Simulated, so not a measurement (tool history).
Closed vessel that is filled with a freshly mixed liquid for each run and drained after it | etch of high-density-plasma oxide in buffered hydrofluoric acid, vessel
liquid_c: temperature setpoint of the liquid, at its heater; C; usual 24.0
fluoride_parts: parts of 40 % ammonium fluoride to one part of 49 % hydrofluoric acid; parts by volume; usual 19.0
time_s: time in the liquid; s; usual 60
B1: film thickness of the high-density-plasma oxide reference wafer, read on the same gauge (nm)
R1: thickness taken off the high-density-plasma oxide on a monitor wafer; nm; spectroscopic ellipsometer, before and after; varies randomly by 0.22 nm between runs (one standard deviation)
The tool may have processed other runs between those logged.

Run 1, hour 0.0: usual settings but liquid_c 26.0 C; B1 49.98. Result: R1 46.77 nm.
Run 2, hour 67.4: usual settings but liquid_c 26.0 C; B1 50.00. Result: R1 46.53 nm.
Run 3, hour 100.9: usual settings but liquid_c 26.0 C; B1 49.99. Result: R1 46.86 nm.
Run 4, hour 130.3: usual settings; B1 50.01. Result: R1 41.42 nm.
Run 5, hour 186.7: usual settings; B1 49.95. Result: R1 41.55 nm.
At hour 238.4: thermometer replaced.
Run 6, hour 242.9: usual settings; B1 49.99. Result: R1 41.71 nm.
Run 7, hour 291.8: usual settings; B1 50.00. Result: R1 41.39 nm.
At hour 342.2: hydrofluoric acid flow meter replaced.
Run 8, hour 360.8: usual settings but liquid_c 27.0 C, fluoride_parts 14.5 parts by volume; B1 50.00. Result: R1 63.95 nm.
Run 9, hour 416.9: usual settings but fluoride_parts 22.0 parts by volume, time_s 45 s; B1 49.99. Result: R1 27.89 nm.
At hour 436.2: gauge calibrated.
Run 10, hour 479.7: usual settings but liquid_c 29.0 C; B1 50.01. Result: R1 54.31 nm.
Run 11, hour 520.3: usual settings but liquid_c 28.0 C, fluoride_parts 22.0 parts by volume, time_s 30 s; B1 50.00. Result: R1 22.99 nm.
Run 12, hour 553.1: usual settings but fluoride_parts 23.5 parts by volume, time_s 90 s; B1 50.01. Result: R1 53.56 nm.
Run 13, hour 619.6: usual settings; B1 49.99. Result: R1 41.67 nm.
Run 14, hour 679.4: usual settings but fluoride_parts 23.5 parts by volume, time_s 90 s; B1 50.01. Result: R1 53.23 nm.
Run 15, hour 717.4: usual settings but fluoride_parts 22.5 parts by volume; B1 49.99. Result: R1 36.83 nm.

Predict each of these 3 candidate next runs independently; none follows another, all start after run 15:
Run A, hour 718.1: usual settings but liquid_c 22.5 C; B1 ?. Result: R1 ?.
Run B, hour 718.1: usual settings but liquid_c 26.5 C, fluoride_parts 21.0 parts by volume; B1 ?. Result: R1 ?.
Run C, hour 718.1: usual settings but liquid_c 28.5 C, time_s 80 s; B1 ?. Result: R1 ?.

run     B1     R1
  A  49.99  37.96
  B  49.99  43.42
  C  49.99  70.08
Stripped of hidden state, with their random variation kept, the same runs would have yielded:
run     R1
  A  37.96
  B  43.42
  C  70.08
